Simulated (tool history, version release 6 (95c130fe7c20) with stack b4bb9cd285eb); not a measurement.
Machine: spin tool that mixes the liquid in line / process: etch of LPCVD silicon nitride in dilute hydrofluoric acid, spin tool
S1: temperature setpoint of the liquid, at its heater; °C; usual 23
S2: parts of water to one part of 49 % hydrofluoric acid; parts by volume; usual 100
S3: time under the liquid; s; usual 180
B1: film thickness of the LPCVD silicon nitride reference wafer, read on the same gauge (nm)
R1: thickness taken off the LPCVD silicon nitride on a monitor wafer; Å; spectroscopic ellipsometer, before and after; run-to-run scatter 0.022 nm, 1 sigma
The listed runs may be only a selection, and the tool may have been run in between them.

run    hour    S1   S2   S3      B1     R1
  1       0    23  100  180   69.99   7.27
  2    62.3    23  100  180  69.992    7.1
  3   315.5    23  100  180  70.031   7.37
  4   382.8    26  100  180  69.998   8.75
      413.8  -- thermometer replaced
  5   449.7    26  100  180  69.991  10.34
  6   516.9    26  100  180  69.994  10.73
      549.2  -- hydrofluoric acid flow meter replaced
  7   557.2    23  100  180  70.013   8.73
  8   611.9    23  100  180  70.055   8.62
        627  -- gauge calibrated
  9   688.8    23  100  180  69.988   8.77
 10   769.5    20   55  260  70.001  18.43
 11     897  26.5  100  230  70.007  13.85
 12   994.2  27.5  100   85   69.98   5.26
 13  1068.1  27.5  125  120  69.974   5.88
 14  1111.9    25  100  125  69.986   6.45
 15  1150.4    20  130  210  69.985   6.52
 16  1212.5  24.5  145  180  70.017   6.56
 17  1271.2    23  100  180  70.018   8.01
 18  1369.6  19.5  125  180  69.976   5.33

Difference, measured minus no-hidden-state, one row per run. Run-to-run variation is common to both terms; the gauge's own scatter need not be:
Unlogged tool condition in this case: liquid colder than its thermometer reads (K); hydrofluoric acid flow above the setpoint (%); gauge reads high (%).
run     R1
  1  -1.55
  2  -1.55
  3   -1.8
  4  -2.14
  5  -0.06
  6  -0.12
  7  -0.13
  8  -0.16
  9  -0.22
 10  -0.63
 11  -0.59
 12  -0.26
 13  -0.33
 14   -0.4
 15  -0.43
 16  -0.46
 17  -0.61
 18  -0.46
